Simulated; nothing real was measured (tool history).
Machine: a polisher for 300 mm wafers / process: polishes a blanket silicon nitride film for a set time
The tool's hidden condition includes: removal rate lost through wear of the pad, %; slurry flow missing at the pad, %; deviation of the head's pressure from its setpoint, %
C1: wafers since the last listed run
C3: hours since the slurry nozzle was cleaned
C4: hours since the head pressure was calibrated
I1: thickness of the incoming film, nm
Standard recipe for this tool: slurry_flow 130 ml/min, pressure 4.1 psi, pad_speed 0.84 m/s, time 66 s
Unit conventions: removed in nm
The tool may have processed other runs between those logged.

run 1 hour=0 | slurry_flow=130 pressure=4.1 pad_speed=0.84 time=66 | C1=0 wafers_polished_on_this_pad=3 C3=267.9 C4=1415.4 | I1=757.8 | removed=135.3
run 2 hour=35.1 | slurry_flow=130 pressure=4.1 pad_speed=0.84 time=66 | C1=235 wafers_polished_on_this_pad=238 C3=303 C4=1450.5 | I1=758.4 | removed=128.1
run 3 hour=44.5 | slurry_flow=130 pressure=4.1 pad_speed=0.84 time=66 | C1=63 wafers_polished_on_this_pad=301 C3=312.4 C4=1459.9 | I1=758.4 | removed=127.5
run 4 hour=54.2 | slurry_flow=130 pressure=4.1 pad_speed=0.84 time=66 | C1=65 wafers_polished_on_this_pad=367 C3=322.1 C4=1469.6 | I1=753.7 | removed=124.5
run 5 hour=75.6 | slurry_flow=130 pressure=4.1 pad_speed=0.84 time=66 | C1=143 wafers_polished_on_this_pad=510 C3=343.5 C4=1491 | I1=748.4 | removed=124.5
run 6 hour=90.3 | slurry_flow=130 pressure=4.1 pad_speed=0.84 time=66 | C1=98 wafers_polished_on_this_pad=609 C3=358.2 C4=1505.7 | I1=765.2 | removed=122
run 7 hour=101.9 | slurry_flow=130 pressure=4.1 pad_speed=0.62 time=66 | C1=77 wafers_polished_on_this_pad=687 C3=369.8 C4=1517.3 | I1=767.8 | removed=102.5
-- hour=111 worn pad replaced by a new one
run 8 hour=119.2 | slurry_flow=130 pressure=4.1 pad_speed=0.62 time=66 | C1=89 wafers_polished_on_this_pad=54 C3=387.1 C4=1534.6 | I1=757.2 | removed=113
run 9 hour=129.3 | slurry_flow=165 pressure=4.1 pad_speed=0.84 time=66 | C1=67 wafers_polished_on_this_pad=122 C3=397.2 C4=1544.7 | I1=747.9 | removed=135.6
run 10 hour=141.7 | slurry_flow=130 pressure=4.1 pad_speed=0.84 time=66 | C1=83 wafers_polished_on_this_pad=205 C3=409.6 C4=1557.1 | I1=772.9 | removed=128.3
run 11 hour=149.6 | slurry_flow=130 pressure=4.1 pad_speed=0.84 time=66 | C1=53 wafers_polished_on_this_pad=258 C3=417.5 C4=1565 | I1=763.4 | removed=125.1
run 12 hour=165.3 | slurry_flow=130 pressure=4.1 pad_speed=0.84 time=66 | C1=105 wafers_polished_on_this_pad=364 C3=433.2 C4=1580.7 | I1=754.5 | removed=124.8
-- hour=180 slurry nozzle cleaned
-- hour=181.8 head pressure recalibrated
run 13 hour=218.3 | slurry_flow=130 pressure=4.1 pad_speed=0.84 time=66 | C1=337 wafers_polished_on_this_pad=701 C3=38.3 C4=36.5 | I1=751.3 | removed=121.2
run 14 hour=231.1 | slurry_flow=130 pressure=4.1 pad_speed=0.84 time=66 | C1=85 wafers_polished_on_this_pad=787 C3=51.1 C4=49.3 | I1=761.3 | removed=121.4
-- hour=236.5 worn pad replaced by a new one
run 15 hour=247.7 | slurry_flow=130 pressure=4.1 pad_speed=1.02 time=66 | C1=84 wafers_polished_on_this_pad=75 C3=67.7 C4=65.9 | I1=762.2 | removed=152.9
run 16 hour=261.5 | slurry_flow=130 pressure=4.1 pad_speed=0.84 time=66 | C1=92 wafers_polished_on_this_pad=167 C3=81.5 C4=79.7 | I1=763.3 | removed=127
run 17 hour=268.6 | slurry_flow=130 pressure=4.1 pad_speed=0.84 time=66 | C1=47 wafers_polished_on_this_pad=215 C3=88.6 C4=86.8 | I1=750.2 | removed=127.4
run 18 hour=278.5 | slurry_flow=130 pressure=5.1 pad_speed=1.06 time=66 | C1=66 wafers_polished_on_this_pad=282 C3=98.5 C4=96.7 | I1=761.6 | removed=178.4
run 19 hour=295.9 | slurry_flow=165 pressure=4.1 pad_speed=0.84 time=66 | C1=116 wafers_polished_on_this_pad=398 C3=115.9 C4=114.1 | I1=769.6 | removed=129.7
run 20 hour=313.4 | slurry_flow=130 pressure=4.1 pad_speed=0.84 time=66 | C1=117 wafers_polished_on_this_pad=516 C3=133.4 C4=131.6 | I1=749.1 | removed=120.1
run 21 hour=325 | slurry_flow=155 pressure=4.7 pad_speed=0.64 time=43 | C1=77 wafers_polished_on_this_pad=594 C3=145 C4=143.2 | I1=755.8 | removed=77.5
run 22 hour=340.3 | slurry_flow=130 pressure=4.1 pad_speed=1.08 time=66 | C1=102 wafers_polished_on_this_pad=696 C3=160.3 C4=158.5 | I1=744.6 | removed=143.5
run 23 hour=353.8 | slurry_flow=110 pressure=4.1 pad_speed=0.72 time=66 | C1=90 wafers_polished_on_this_pad=787 C3=173.8 C4=172 | I1=770.4 | removed=104.5
run 24 hour=360.5 | slurry_flow=130 pressure=4.5 pad_speed=0.76 time=66 | C1=44 wafers_polished_on_this_pad=832 C3=180.5 C4=178.7 | I1=744.9 | removed=121.6
-- hour=366.4 worn pad replaced by a new one
run 25 hour=373.3 | slurry_flow=130 pressure=4.1 pad_speed=0.84 time=66 | C1=59 wafers_polished_on_this_pad=46 C3=193.3 C4=191.5 | I1=766.6 | removed=135.9
run 26 hour=385.3 | slurry_flow=130 pressure=4.1 pad_speed=1.06 time=76 | C1=80 wafers_polished_on_this_pad=127 C3=205.3 C4=203.5 | I1=746.5 | removed=176.9
run 27 hour=395.6 | slurry_flow=130 pressure=4.1 pad_speed=0.84 time=66 | C1=69 wafers_polished_on_this_pad=196 C3=215.6 C4=213.8 | I1=763.1 | removed=130
run 28 hour=402.1 | slurry_flow=175 pressure=3 pad_speed=0.98 time=88 | C1=43 wafers_polished_on_this_pad=239 C3=222.1 C4=220.3 | I1=762.5 | removed=151.9
run 29 hour=409.8 | slurry_flow=165 pressure=5.5 pad_speed=0.98 time=66 | C1=51 wafers_polished_on_this_pad=291 C3=229.8 C4=228 | I1=768.2 | removed=188.8
run 30 hour=420.2 | slurry_flow=90 pressure=4.1 pad_speed=0.92 time=88 | C1=69 wafers_polished_on_this_pad=361 C3=240.2 C4=238.4 | I1=757.8 | removed=163
run 31 hour=430.1 | slurry_flow=130 pressure=4.1 pad_speed=0.76 time=66 | C1=66 wafers_polished_on_this_pad=427 C3=250.1 C4=248.3 | I1=747 | removed=118.1
run 32 hour=442.2 | slurry_flow=130 pressure=3.7 pad_speed=0.84 time=56 | C1=81 wafers_polished_on_this_pad=509 C3=262.2 C4=260.4 | I1=757.7 | removed=93
run 33 hour=458.8 | slurry_flow=165 pressure=4.1 pad_speed=0.84 time=77 | C1=111 wafers_polished_on_this_pad=620 C3=278.8 C4=277 | I1=758.4 | removed=146.5
run 34 hour=466.5 | slurry_flow=160 pressure=3 pad_speed=0.58 time=47 | C1=51 wafers_polished_on_this_pad=672 C3=286.5 C4=284.7 | I1=750 | removed=54.3
-- hour=472.1 worn pad replaced by a new one
run 35 hour=507.1 | slurry_flow=130 pressure=4.1 pad_speed=1.02 time=66 | C1=245 wafers_polished_on_this_pad=234 C3=327.1 C4=325.3 | I1=762.8 | removed=144.7
run 36 hour=518.7 | slurry_flow=130 pressure=4.1 pad_speed=0.62 time=66 | C1=77 wafers_polished_on_this_pad=312 C3=338.7 C4=336.9 | I1=755.4 | removed=106.9

How would selected steps in removed from run to run divide? Give the signed amount a tool lacking its hidden state would still show from settings, what came in and random variation, and the signed amount left for the hidden state, including any gauge scatter that is not in both of the compared results.
Run 14 -> 15: pad_speed 0.84 -> 1.02, worn pad replaced by a new one. removed +31.5 nm: hidden state +11.7, all else +19.8.
Run 21 -> 22: slurry_flow 155 -> 130, pressure 4.7 -> 4.1, pad_speed 0.64 -> 1.08, time 43 -> 66. removed +66 nm: hidden state -10.5, all else +76.5.
Run 24 -> 25: pressure 4.5 -> 4.1, pad_speed 0.76 -> 0.84, worn pad replaced by a new one. removed +14.3 nm: hidden state +14.6, all else -0.3.
Run 33 -> 34: slurry_flow 165 -> 160, pressure 4.1 -> 3, pad_speed 0.84 -> 0.58, time 77 -> 47. removed -92.2 nm: hidden state +12.9, all else -105.1.
Run 34 -> 35: slurry_flow 160 -> 130, pressure 3 -> 4.1, pad_speed 0.58 -> 1.02, time 47 -> 66, worn pad replaced by a new one. removed +90.4 nm: hidden state -3.8, all else +94.2.
